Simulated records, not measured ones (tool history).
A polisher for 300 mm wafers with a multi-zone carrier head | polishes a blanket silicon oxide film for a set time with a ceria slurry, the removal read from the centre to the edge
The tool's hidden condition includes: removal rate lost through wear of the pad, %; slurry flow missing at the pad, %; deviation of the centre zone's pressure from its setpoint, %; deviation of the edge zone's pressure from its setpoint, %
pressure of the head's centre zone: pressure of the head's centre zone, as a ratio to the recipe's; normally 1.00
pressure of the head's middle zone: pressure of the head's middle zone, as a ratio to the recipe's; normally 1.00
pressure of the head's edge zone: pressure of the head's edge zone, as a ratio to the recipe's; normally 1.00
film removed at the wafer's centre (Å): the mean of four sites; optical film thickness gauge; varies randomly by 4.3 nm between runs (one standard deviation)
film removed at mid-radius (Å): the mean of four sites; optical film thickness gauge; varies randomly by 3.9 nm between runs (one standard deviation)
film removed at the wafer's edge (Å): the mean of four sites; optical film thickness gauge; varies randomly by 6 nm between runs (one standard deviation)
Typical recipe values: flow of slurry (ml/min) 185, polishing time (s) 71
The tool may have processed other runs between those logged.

run    hour  flow of slurry (ml/min)  pressure of the head's centre zone  pressure of the head's middle zone  pressure of the head's edge zone  polishing time (s)  wafers since the last listed run  wafers polished on this pad  hours since the slurry nozzle was cleaned  hours since the centre zone pressure was calibrated  hours since the edge zone pressure was calibrated  hours since the carrier head's membrane was replaced  incoming thickness of the incoming film, nm  film removed at the wafer's centre (Å)  film removed at mid-radius (Å)  film removed at the wafer's edge (Å)
  1     0.0                      185                                0.91                                1.00                              1.00                  71                                 0                          669                                      196.4                                                265.0                                              233.2                                                 387.7                                       1335.0                                    4446                            4865                                  4709
  2    41.1                      185                                0.91                                1.00                              1.00                  71                               389                         1058                                      237.5                                                306.1                                              274.3                                                 428.8                                       1320.7                                    4380                            4852                                  4721
       86.8  -- slurry nozzle cleaned
  3    99.0                      185                                1.00                                1.00                              1.00                  71                               538                         1597                                       12.2                                                364.0                                              332.2                                                 486.7                                       1327.5                                    4875                            4853                                  4645
  4   144.3                      185                                1.00                                1.00                              1.00                  71                               428                         2025                                       57.5                                                409.3                                              377.5                                                 532.0                                       1301.7                                    4941                            4835                                  4658
      150.0  -- edge zone pressure recalibrated
  5   189.1                      185                                1.00                                1.00                              1.00                  71                               405                         2431                                      102.3                                                454.1                                               39.1                                                 576.8                                       1315.3                                    4812                            4868                                  4683
      206.3  -- worn pad replaced by a new one
  6   216.4                      185                                1.00                                1.00                              0.91                  71                               220                           95                                      129.6                                                481.4                                               66.4                                                 604.1                                       1301.0                                    4984                            4774                                  4484
  7   257.0                      185                                1.00                                1.00                              0.91                  71                               384                          480                                      170.2                                                522.0                                              107.0                                                 644.7                                       1332.9                                    4894                            4877                                  4606
  8   304.2                      185                                1.00                                1.00                              0.91                  71                               446                          926                                      217.4                                                569.2                                              154.2                                                 691.9                                       1335.1                                    5001                            4913                                  4522
  9   339.6                      185                                1.00                                1.00                              1.00                  71                               335                         1261                                      252.8                                                604.6                                              189.6                                                 727.3                                       1306.0                                    4942                            4929                                  4646
      387.5  -- carrier head's membrane replaced by a new one
      390.6  -- slurry nozzle cleaned
 10   408.9                      235                                1.00                                1.00                              1.04                  46                               599                         1861                                       18.3                                                673.9                                              258.9                                                  21.4                                       1319.1                                    3350                            3268                                  3157
      473.4  -- worn pad replaced by a new one
      540.2  -- centre zone pressure recalibrated
      559.0  -- edge zone pressure recalibrated
 11   598.4                      185                                0.93                                1.00                              1.08                  71                              1718                         1145                                      207.8                                                 58.2                                               39.4                                                 210.9                                       1321.2                                    3940                            4844                                  4749
 12   665.0                      185                                1.00                                0.95                              1.00                  71                               630                         1776                                      274.4                                                124.8                                              106.0                                                 277.5                                       1338.5                                    4271                            4614                                  4651
      688.5  -- slurry nozzle cleaned
      719.0  -- worn pad replaced by a new one
 13   736.4                      185                                1.00                                1.00                              1.00                  87                               628                          165                                       47.9                                                196.2                                              177.4                                                 348.9                                       1304.9                                    5273                            5973                                  5650
 14   780.1                      215                                1.00                                1.00                              1.00                  84                               413                          578                                       91.6                                                239.9                                              221.1                                                 392.6                                       1322.6                                    5228                            5944                                  5687
      806.3  -- centre zone pressure recalibrated, repeated, since the last time left the tool worse
 15   831.8                      185                                1.08                                1.00                              0.90                  71                               470                         1049                                      143.3                                                 25.5                                              272.8                                                 444.3                                       1308.2                                    5169                            4846                                  4592
 16   901.5                      245                                0.89                                1.00                              1.07                  55                               659                         1709                                      213.0                                                 95.2                                              342.5                                                 514.0                                       1309.9                                    3433                            3920                                  3723
      939.8  -- slurry nozzle cleaned
      962.0  -- edge zone pressure recalibrated
 17   962.5                      185                                1.00                                1.00                              1.00                  71                               549                         2258                                       22.7                                                156.2                                                0.5                                                 575.0                                       1313.8                                    4767                            4822                                  4615
      971.3  -- worn pad replaced by a new one
 18  1018.3                      185                                1.00                                1.00                              1.05                  71                               490                          445                                       78.5                                                212.0                                               56.3                                                 630.8                                       1341.9                                    4833                            4887                                  4747
     1086.2  -- carrier head's membrane replaced by a new one
 19  1182.1                      245                                0.94                                1.00                              0.89                  64                              1503                         1948                                      242.3                                                375.8                                              220.1                                                  95.9                                       1315.9                                    4289                            4621                                  4209
     1193.8  -- slurry nozzle cleaned
     1233.9  -- worn pad replaced by a new one
 20  1242.1                      185                                1.00                                1.00                              1.00                  71                               520                           77                                       48.3                                                435.8                                              280.1                                                 155.9                                       1298.2                                    4937                            4828                                  4819
 21  1289.1                      185                                1.09                                0.95                              1.00                  94                               444                          522                                       95.3                                                482.8                                              327.1                                                 202.9                                       1307.6                                    7100                            6145                                  6061

Each row is a separate what-if for the run after 21, all from the same tool condition, not one after another. Results?
  A  1289.5                      185                                1.00                                1.00                              1.00                  85                                 3                          526                                       95.7                                                483.2                                              327.5                                                 203.3                                       1301.7                                       ?                               ?                                     ?
  B  1289.5                      165                                0.93                                0.92                              1.00                  71                                 3                          526                                       95.7                                                483.2                                              327.5                                                 203.3                                       1301.7                                       ?                               ?                                     ?
  C  1289.5                      185                                1.00                                1.00                              1.00                  52                                 3                          526                                       95.7                                                483.2                                              327.5                                                 203.3                                       1301.7                                       ?                               ?                                     ?
  D  1289.5                      135                                1.00                                0.88                              1.06                  71                                 3                          526                                       95.7                                                483.2                                              327.5                                                 203.3                                       1301.7                                       ?                               ?                                     ?
  E  1289.5                      140                                0.89                                1.00                              1.12                  55                                 3                          526                                       95.7                                                483.2                                              327.5                                                 203.3                                       1301.7                                       ?                               ?                                     ?

run  film removed at the wafer's centre (Å)  film removed at mid-radius (Å)  film removed at the wafer's edge (Å)
  A                                    5832                            5840                                  5566
  B                                    4431                            4465                                  4590
  C                                    3568                            3573                                  3405
  D                                    4562                            4138                                  4559
  E                                    3173                            3596                                  3617
Had the tool no hidden state, the same runs would have come out as:
run  film removed at the wafer's centre (Å)  film removed at mid-radius (Å)  film removed at the wafer's edge (Å)
  A                                    5712                            5840                                  5566
  B                                    4339                            4465                                  4590
  C                                    3494                            3573                                  3405
  D                                    4468                            4138                                  4559
  E                                    3106                            3596                                  3617
